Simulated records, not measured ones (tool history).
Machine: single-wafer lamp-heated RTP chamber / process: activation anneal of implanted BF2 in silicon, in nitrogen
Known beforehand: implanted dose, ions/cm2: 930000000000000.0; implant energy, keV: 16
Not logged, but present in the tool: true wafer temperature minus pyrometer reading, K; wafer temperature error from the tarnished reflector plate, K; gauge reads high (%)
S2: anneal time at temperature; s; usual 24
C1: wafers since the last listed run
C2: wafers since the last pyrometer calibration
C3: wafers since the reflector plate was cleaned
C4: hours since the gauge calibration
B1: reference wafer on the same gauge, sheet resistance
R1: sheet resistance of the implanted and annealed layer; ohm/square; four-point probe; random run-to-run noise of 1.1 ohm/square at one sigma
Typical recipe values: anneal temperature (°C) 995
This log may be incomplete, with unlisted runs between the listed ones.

run 1 hour=0.0 | anneal_temperature_(°C)=995 S2=24 | C1=0 C2=676 C3=2978 C4=868.3 | B1=254.16 | R1=208.23
-- hour=22.4 reflector plate cleaned
run 2 hour=29.5 | anneal_temperature_(°C)=995 S2=24 | C1=263 C2=939 C3=86 C4=897.8 | B1=254.25 | R1=218.19
run 3 hour=98.3 | anneal_temperature_(°C)=995 S2=24 | C1=843 C2=1782 C3=929 C4=966.6 | B1=254.01 | R1=212.90
-- hour=147.3 pyrometer window cleaned and pyrometer calibrated
run 4 hour=168.7 | anneal_temperature_(°C)=995 S2=24 | C1=764 C2=262 C3=1694 C4=1037.0 | B1=254.40 | R1=210.37
run 5 hour=215.9 | anneal_temperature_(°C)=995 S2=24 | C1=578 C2=840 C3=2272 C4=1084.2 | B1=254.22 | R1=209.12
-- hour=278.1 reflector plate cleaned
run 6 hour=287.0 | anneal_temperature_(°C)=995 S2=24 | C1=773 C2=1614 C3=108 C4=1155.3 | B1=253.79 | R1=216.94
run 7 hour=317.4 | anneal_temperature_(°C)=995 S2=34 | C1=372 C2=1986 C3=481 C4=1185.7 | B1=253.80 | R1=204.41
-- hour=341.8 pyrometer window cleaned and pyrometer calibrated
run 8 hour=344.4 | anneal_temperature_(°C)=995 S2=34 | C1=232 C2=31 C3=713 C4=1212.7 | B1=253.83 | R1=200.46
-- hour=349.9 gauge calibrated
run 9 hour=409.9 | anneal_temperature_(°C)=995 S2=24 | C1=802 C2=834 C3=1516 C4=60.0 | B1=253.95 | R1=211.61
run 10 hour=452.1 | anneal_temperature_(°C)=995 S2=24 | C1=517 C2=1351 C3=2033 C4=102.2 | B1=254.08 | R1=209.76
run 11 hour=521.3 | anneal_temperature_(°C)=1006 S2=24 | C1=848 C2=2199 C3=2881 C4=171.4 | B1=253.94 | R1=191.93
-- hour=553.7 pyrometer window cleaned and pyrometer calibrated
-- hour=560.6 reflector plate cleaned
run 12 hour=567.8 | anneal_temperature_(°C)=1008 S2=14 | C1=386 C2=87 C3=87 C4=217.9 | B1=254.31 | R1=217.30
run 13 hour=600.5 | anneal_temperature_(°C)=970 S2=35 | C1=400 C2=488 C3=488 C4=250.6 | B1=254.12 | R1=245.08
run 14 hour=649.4 | anneal_temperature_(°C)=968 S2=33 | C1=599 C2=1087 C3=1087 C4=299.5 | B1=253.86 | R1=247.15
-- hour=752.2 pyrometer window cleaned and pyrometer calibrated
run 15 hour=752.7 | anneal_temperature_(°C)=995 S2=24 | C1=1167 C2=5 C3=2255 C4=402.8 | B1=253.92 | R1=210.61
run 16 hour=811.9 | anneal_temperature_(°C)=1023 S2=16 | C1=725 C2=731 C3=2980 C4=462.0 | B1=254.00 | R1=184.73
run 17 hour=870.5 | anneal_temperature_(°C)=977 S2=14 | C1=718 C2=1449 C3=3699 C4=520.6 | B1=253.92 | R1=259.28
-- hour=887.8 reflector plate cleaned
run 18 hour=937.4 | anneal_temperature_(°C)=980 S2=16 | C1=721 C2=2171 C3=607 C4=587.5 | B1=254.13 | R1=255.91
-- hour=966.3 pyrometer window cleaned and pyrometer calibrated
run 19 hour=1005.1 | anneal_temperature_(°C)=995 S2=34 | C1=731 C2=475 C3=1339 C4=655.2 | B1=253.71 | R1=201.30
run 20 hour=1061.5 | anneal_temperature_(°C)=966 S2=29 | C1=691 C2=1166 C3=2030 C4=711.6 | B1=254.02 | R1=256.69

5 ways to go on from here, each from the tool as it stands after run 20. What would each give?
run A hour=1061.9 | anneal_temperature_(°C)=1011 S2=24 | C1=4 C2=1171 C3=2035 C4=712.0 | B1=? | R1=?
run B hour=1061.9 | anneal_temperature_(°C)=966 S2=12 | C1=4 C2=1171 C3=2035 C4=712.0 | B1=? | R1=?
run C hour=1061.9 | anneal_temperature_(°C)=979 S2=24 | C1=4 C2=1171 C3=2035 C4=712.0 | B1=? | R1=?
run D hour=1061.9 | anneal_temperature_(°C)=1018 S2=36 | C1=4 C2=1171 C3=2035 C4=712.0 | B1=? | R1=?
run E hour=1061.9 | anneal_temperature_(°C)=966 S2=28 | C1=4 C2=1171 C3=2035 C4=712.0 | B1=? | R1=?

run=A B1=253.86 R1=188.34
run=B B1=253.86 R1=285.87
run=C B1=253.86 R1=237.74
run=D B1=253.86 R1=170.26
run=E B1=253.86 R1=257.13
The same runs, with their run-to-run variation unchanged, on a tool lacking any hidden condition would have given:
run=A R1=195.38
run=B R1=297.87
run=C R1=248.56
run=D R1=175.19
run=E R1=269.00
